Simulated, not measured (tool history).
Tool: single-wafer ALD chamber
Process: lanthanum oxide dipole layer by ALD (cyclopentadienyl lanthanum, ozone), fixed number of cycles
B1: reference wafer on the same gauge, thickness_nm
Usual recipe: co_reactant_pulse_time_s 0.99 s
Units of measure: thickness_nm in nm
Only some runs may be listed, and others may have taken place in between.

Run 1, hour 0: usual settings; B1 0.428. Result: thickness_nm 0.404 nm.
Run 2, hour 6.9: usual settings; B1 0.428. Result: thickness_nm 0.402 nm.
Run 3, hour 15.1: usual settings but co_reactant_pulse_time_s 0.87 s; B1 0.428. Result: thickness_nm 0.375 nm.
Run 4, hour 33: usual settings but co_reactant_pulse_time_s 0.87 s; B1 0.428. Result: thickness_nm 0.373 nm.
Run 5, hour 48.4: usual settings but co_reactant_pulse_time_s 0.87 s; B1 0.428. Result: thickness_nm 0.371 nm.
At hour 70.2: ozone generator serviced.
At hour 76.8: thermocouple changed; heater temperature recalibrated.
Run 6, hour 77.3: usual settings but co_reactant_pulse_time_s 0.9 s; B1 0.428. Result: thickness_nm 0.442 nm.
At hour 86.6: showerhead replaced.
Run 7, hour 87.1: usual settings but co_reactant_pulse_time_s 0.76 s; B1 0.428. Result: thickness_nm 0.408 nm.
Run 8, hour 97: usual settings but co_reactant_pulse_time_s 0.76 s; B1 0.428. Result: thickness_nm 0.408 nm.
Run 9, hour 106: usual settings; B1 0.428. Result: thickness_nm 0.455 nm.
Run 10, hour 117.8: usual settings; B1 0.428. Result: thickness_nm 0.456 nm.
Run 11, hour 129.3: usual settings but co_reactant_pulse_time_s 0.79 s; B1 0.428. Result: thickness_nm 0.415 nm.
Run 12, hour 145.5: usual settings but co_reactant_pulse_time_s 1.24 s; B1 0.428. Result: thickness_nm 0.487 nm.
Run 13, hour 153.3: usual settings; B1 0.428. Result: thickness_nm 0.456 nm.
Run 14, hour 160.1: usual settings but co_reactant_pulse_time_s 1.36 s; B1 0.428. Result: thickness_nm 0.495 nm.
Run 15, hour 166.2: usual settings but co_reactant_pulse_time_s 0.89 s; B1 0.428. Result: thickness_nm 0.436 nm.
At hour 170.1: gauge calibrated.
Run 16, hour 175.5: usual settings but co_reactant_pulse_time_s 1.31 s; B1 0.428. Result: thickness_nm 0.494 nm.
Run 17, hour 191.6: usual settings but co_reactant_pulse_time_s 1.16 s; B1 0.428. Result: thickness_nm 0.479 nm.
Run 18, hour 198.7: usual settings; B1 0.428. Result: thickness_nm 0.454 nm.
Run 19, hour 212.8: usual settings but co_reactant_pulse_time_s 0.84 s; B1 0.428. Result: thickness_nm 0.426 nm.

For each run, what was the tool's unlogged condition?
wafer temperature above the value expected at the setpoint (K): 0 on each run
gauge reads high (%): 0 on each run
H1: ozone dose above that of a generator just serviced (%)
run     H1
  1    -26
  2  -26.2
  3  -26.5
  4  -27.1
  5  -27.6
  6  -1.52
  7  -1.52
  8  -1.52
  9  -1.53
 10  -1.54
 11  -1.55
 12  -1.58
 13  -1.59
 14  -1.61
 15  -1.62
 16  -1.64
 17  -1.68
 18   -1.7
 19  -1.74

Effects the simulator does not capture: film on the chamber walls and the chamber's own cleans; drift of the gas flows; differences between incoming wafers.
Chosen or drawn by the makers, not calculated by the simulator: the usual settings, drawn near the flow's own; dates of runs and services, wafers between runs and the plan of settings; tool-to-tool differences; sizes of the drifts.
